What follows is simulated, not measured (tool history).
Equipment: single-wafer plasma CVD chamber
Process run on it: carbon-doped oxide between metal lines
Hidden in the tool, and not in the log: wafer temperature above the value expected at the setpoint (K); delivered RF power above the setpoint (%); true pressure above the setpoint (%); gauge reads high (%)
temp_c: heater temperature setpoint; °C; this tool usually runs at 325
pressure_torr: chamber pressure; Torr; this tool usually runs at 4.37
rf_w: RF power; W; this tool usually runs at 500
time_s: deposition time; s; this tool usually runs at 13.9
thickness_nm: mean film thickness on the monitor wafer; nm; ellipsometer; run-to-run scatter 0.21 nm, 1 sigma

run	hour	temp_c	pressure_torr	rf_w	time_s	wafers since the last listed run	hours since the last thermocouple change	hours since the last RF generator calibration	hours since the last manometer calibration	hours since the showerhead was replaced	hours since the gauge calibration	read-back reference wafer on the same gauge, thickness_nm	thickness_nm
1	0	325	4.37	500	13.9	0	2612	687.8	2156	6140.7	144.2	84.866	75.616
2	34.3	325	4.37	500	13.9	659	2646.3	722.1	2190.3	6175	178.5	84.922	75.922
3	49.9	315	4.37	500	13.9	299	2661.9	737.7	2205.9	6190.6	194.1	84.86	78.895
4	79.2	325	4.68	500	13.9	562	2691.2	767	2235.2	6219.9	223.4	84.91	76.321
5	96.6	325	4.68	500	13.9	334	2708.6	784.4	2252.6	6237.3	240.8	84.9	76.18
6	133	325	4.68	500	13.9	699	2745	820.8	2289	6273.7	277.2	84.928	76.337
7	147.4	325	4.37	500	13.1	276	2759.4	835.2	2303.4	6288.1	291.6	84.876	70.729
8	166.6	325	4.37	545	13.9	368	2778.6	854.4	2322.6	6307.3	310.8	84.942	81.189
9	196.5	325	4.37	545	13.9	574	2808.5	884.3	2352.5	6337.2	340.7	84.893	80.723
10	214.8	314	4.37	500	13.9	351	2826.8	902.6	2370.8	6355.5	359	84.873	78.456
11	242.5	325	4.37	500	13.9	532	2854.5	930.3	2398.5	6383.2	386.7	84.865	74.709
12	262.8	325	4.37	500	13.9	390	2874.8	950.6	2418.8	6403.5	407	84.894	74.896
# hour 279.4: thermocouple changed; heater temperature recalibrated
# hour 294.5: showerhead replaced
# hour 308: capacitance manometer re-zeroed and calibrated
13	370.1	325	3.59	500	14.6	1600	90.7	1057.9	62.1	75.6	514.3	84.913	75.43
# hour 390.8: RF generator calibrated
14	402.2	317	5.08	500	13.9	463	122.8	11.4	94.2	107.7	546.4	84.888	82.912
15	437.2	313	4.37	575	13.9	672	157.8	46.4	129.2	142.7	581.4	84.905	92.578
16	460.6	311	4.99	500	13.9	449	181.2	69.8	152.6	166.1	604.8	84.899	85.337
17	487.5	334	3.32	500	13.9	516	208.1	96.7	179.5	193	631.7	84.895	71.197
18	506.8	325	4.37	440	12.9	370	227.4	116	198.8	212.3	651	84.949	62.985
19	529.6	325	4.37	500	16.6	438	250.2	138.8	221.6	235.1	673.8	84.953	92.556
# hour 533.3: gauge calibrated
20	555.5	325	4.37	500	13.9	497	276.1	164.7	247.5	261	22.2	84.979	77.311
21	575	325	4.37	500	13.9	374	295.6	184.2	267	280.5	41.7	84.95	77.506
22	603	311	3.43	600	13.9	537	323.6	212.2	295	308.5	69.7	84.909	91.926

Expected results for the next run?
23	629.3	311	5.4	500	15.1	505	349.9	238.5	321.3	334.8	96	?	?

read-back reference wafer on the same gauge, thickness_nm: 84.907
thickness_nm: 93.147 nm
Minus the tool's unlogged condition, the same run would have read thickness_nm 94.526 nm.
